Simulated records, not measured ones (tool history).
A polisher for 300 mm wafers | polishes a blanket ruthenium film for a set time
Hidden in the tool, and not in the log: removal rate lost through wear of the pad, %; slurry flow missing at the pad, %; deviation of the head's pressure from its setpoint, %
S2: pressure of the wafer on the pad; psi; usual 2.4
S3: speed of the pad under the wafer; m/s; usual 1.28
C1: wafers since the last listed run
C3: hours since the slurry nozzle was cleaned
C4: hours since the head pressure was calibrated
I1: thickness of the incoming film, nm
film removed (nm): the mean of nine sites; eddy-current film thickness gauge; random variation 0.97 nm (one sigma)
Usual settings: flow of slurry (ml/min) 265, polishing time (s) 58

Run 1, hour 0: usual settings; C1 0; wafers polished on this pad 3385; C3 216.7; C4 806.2; I1 281.7. Result: film removed (nm) 88.9.
Run 2, hour 28: usual settings; C1 299; wafers polished on this pad 3684; C3 244.7; C4 834.2; I1 280.6. Result: film removed (nm) 90.3.
Run 3, hour 69.7: usual settings; C1 445; wafers polished on this pad 4130; C3 286.4; C4 875.9; I1 280.3. Result: film removed (nm) 90.5.
At hour 78.5: worn pad replaced by a new one.
Run 4, hour 112.2: usual settings; C1 411; wafers polished on this pad 359; C3 328.9; C4 918.4; I1 279. Result: film removed (nm) 90.7.
Run 5, hour 179.4: usual settings; C1 717; wafers polished on this pad 1077; C3 396.1; C4 985.6; I1 273.9. Result: film removed (nm) 91.1.
Run 6, hour 250.8: usual settings; C1 762; wafers polished on this pad 1840; C3 467.5; C4 1057; I1 278.4. Result: film removed (nm) 91.8.
At hour 270.2: slurry nozzle cleaned.
Run 7, hour 288.2: usual settings; C1 388; wafers polished on this pad 2229; C3 18; C4 1094.4; I1 282.5. Result: film removed (nm) 90.9.
Run 8, hour 318.9: usual settings but S2 2.6 psi; C1 327; wafers polished on this pad 2557; C3 48.7; C4 1125.1; I1 278.3. Result: film removed (nm) 99.1.
Run 9, hour 382.8: usual settings but S2 2.6 psi; C1 682; wafers polished on this pad 3239; C3 112.6; C4 1189; I1 281.2. Result: film removed (nm) 97.5.
Run 10, hour 445.3: usual settings but flow of slurry (ml/min) 210; C1 667; wafers polished on this pad 3907; C3 175.1; C4 1251.5; I1 283. Result: film removed (nm) 88.6.
At hour 483.6: worn pad replaced by a new one.
Run 11, hour 491.1: usual settings; C1 446; wafers polished on this pad 80; C3 220.9; C4 1297.3; I1 277.4. Result: film removed (nm) 89.1.
At hour 499.7: head pressure recalibrated.
Run 12, hour 538: usual settings; C1 479; wafers polished on this pad 560; C3 267.8; C4 38.3; I1 282.8. Result: film removed (nm) 90.8.
Run 13, hour 609.7: usual settings; C1 765; wafers polished on this pad 1325; C3 339.5; C4 110; I1 276.9. Result: film removed (nm) 90.2.
Run 14, hour 647.5: usual settings; C1 403; wafers polished on this pad 1729; C3 377.3; C4 147.8; I1 278.1. Result: film removed (nm) 90.6.
At hour 684.8: slurry nozzle cleaned.
Run 15, hour 690.6: usual settings; C1 449; wafers polished on this pad 2179; C3 5.8; C4 190.9; I1 281.7. Result: film removed (nm) 92.5.
Run 16, hour 727.2: usual settings but flow of slurry (ml/min) 205, S2 1.7 psi, S3 1.12 m/s; C1 390; wafers polished on this pad 2570; C3 42.4; C4 227.5; I1 283.8. Result: film removed (nm) 58.3.
Run 17, hour 789.2: usual settings but flow of slurry (ml/min) 235, S2 1.9 psi; C1 662; wafers polished on this pad 3232; C3 104.4; C4 289.5; I1 276.6. Result: film removed (nm) 73.6.
Run 18, hour 829.1: usual settings but S3 1.4 m/s, polishing time (s) 63; C1 426; wafers polished on this pad 3658; C3 144.3; C4 329.4; I1 281.1. Result: film removed (nm) 107.4.
Run 19, hour 862.6: usual settings; C1 357; wafers polished on this pad 4016; C3 177.8; C4 362.9; I1 281.7. Result: film removed (nm) 91.5.
Run 20, hour 928.4: usual settings but polishing time (s) 48; C1 702; wafers polished on this pad 4719; C3 243.6; C4 428.7; I1 279.4. Result: film removed (nm) 74.2.
Run 21, hour 960.8: usual settings but flow of slurry (ml/min) 195, S2 3 psi, S3 1.66 m/s, polishing time (s) 47; C1 346; wafers polished on this pad 5065; C3 276; C4 461.1; I1 281.2. Result: film removed (nm) 111.9.
At hour 967.8: worn pad replaced by a new one.
Run 22, hour 1005.3: usual settings but flow of slurry (ml/min) 170, S2 2.8 psi, S3 0.86 m/s, polishing time (s) 48; C1 432; wafers polished on this pad 400; C3 320.5; C4 505.6; I1 282. Result: film removed (nm) 54.9.
Run 23, hour 1036.8: usual settings but S2 1.9 psi; C1 336; wafers polished on this pad 737; C3 352; C4 537.1; I1 280.8. Result: film removed (nm) 74.1.
Run 24, hour 1077.1: usual settings; C1 430; wafers polished on this pad 1167; C3 392.3; C4 577.4; I1 281. Result: film removed (nm) 90.4.
At hour 1098.7: slurry nozzle cleaned.
Run 25, hour 1147: usual settings but flow of slurry (ml/min) 335, S3 1.16 m/s, polishing time (s) 78; C1 736; wafers polished on this pad 1903; C3 48.3; C4 647.3; I1 285. Result: film removed (nm) 113.2.
Run 26, hour 1186.7: usual settings but S2 2.9 psi, S3 1.58 m/s; C1 424; wafers polished on this pad 2328; C3 88; C4 687; I1 280.2. Result: film removed (nm) 131.8.
Run 27, hour 1250.3: usual settings; C1 679; wafers polished on this pad 3007; C3 151.6; C4 750.6; I1 279.5. Result: film removed (nm) 89.5.
Run 28, hour 1278.8: usual settings but S3 1.7 m/s; C1 304; wafers polished on this pad 3311; C3 180.1; C4 779.1; I1 281.2. Result: film removed (nm) 120.8.
Run 29, hour 1326.2: usual settings but S3 1.06 m/s; C1 506; wafers polished on this pad 3818; C3 227.5; C4 826.5; I1 281.1. Result: film removed (nm) 76.2.
Run 30, hour 1393.2: usual settings but flow of slurry (ml/min) 345; C1 715; wafers polished on this pad 4533; C3 294.5; C4 893.5; I1 278.6. Result: film removed (nm) 95.4.
Run 31, hour 1421.2: usual settings but flow of slurry (ml/min) 195, S2 2.7 psi, polishing time (s) 43; C1 299; wafers polished on this pad 4832; C3 322.5; C4 921.5; I1 280.2. Result: film removed (nm) 71.7.
At hour 1446.5: worn pad replaced by a new one.
Run 32, hour 1463.3: usual settings but S2 2 psi; C1 406; wafers polished on this pad 179; C3 364.6; C4 963.6; I1 275.8. Result: film removed (nm) 78.
At hour 1516.1: slurry nozzle cleaned.
Run 33, hour 1529.9: usual settings but S2 2.7 psi, polishing time (s) 42; C1 700; wafers polished on this pad 880; C3 13.8; C4 1030.2; I1 278. Result: film removed (nm) 73.3.
Run 34, hour 1593: usual settings but S3 0.9 m/s; C1 674; wafers polished on this pad 1554; C3 76.9; C4 1093.3; I1 277.5. Result: film removed (nm) 63.3.
Run 35, hour 1635.5: usual settings but flow of slurry (ml/min) 240; C1 453; wafers polished on this pad 2008; C3 119.4; C4 1135.8; I1 280.6. Result: film removed (nm) 90.3.
Run 36, hour 1671.9: usual settings; C1 388; wafers polished on this pad 2397; C3 155.8; C4 1172.2; I1 277.2. Result: film removed (nm) 90.5.

How the hidden state differs across the entries between the runs, from the last listed run before each to the first after it:
Between runs 3 and 4: worn pad replaced by a new one (hour 78.5)
  no hidden state differs between the two runs
Between runs 6 and 7: slurry nozzle cleaned (hour 270.2)
  no hidden state differs between the two runs
Between runs 10 and 11: worn pad replaced by a new one (hour 483.6)
  no hidden state differs between the two runs
Between runs 11 and 12: head pressure recalibrated (hour 499.7)
  no hidden state differs between the two runs
Between runs 14 and 15: slurry nozzle cleaned (hour 684.8)
  no hidden state differs between the two runs
Between runs 21 and 22: worn pad replaced by a new one (hour 967.8)
  no hidden state differs between the two runs
Between runs 24 and 25: slurry nozzle cleaned (hour 1098.7)
  no hidden state differs between the two runs
Between runs 31 and 32: worn pad replaced by a new one (hour 1446.5)
  no hidden state differs between the two runs
Between runs 32 and 33: slurry nozzle cleaned (hour 1516.1)
  no hidden state differs between the two runs
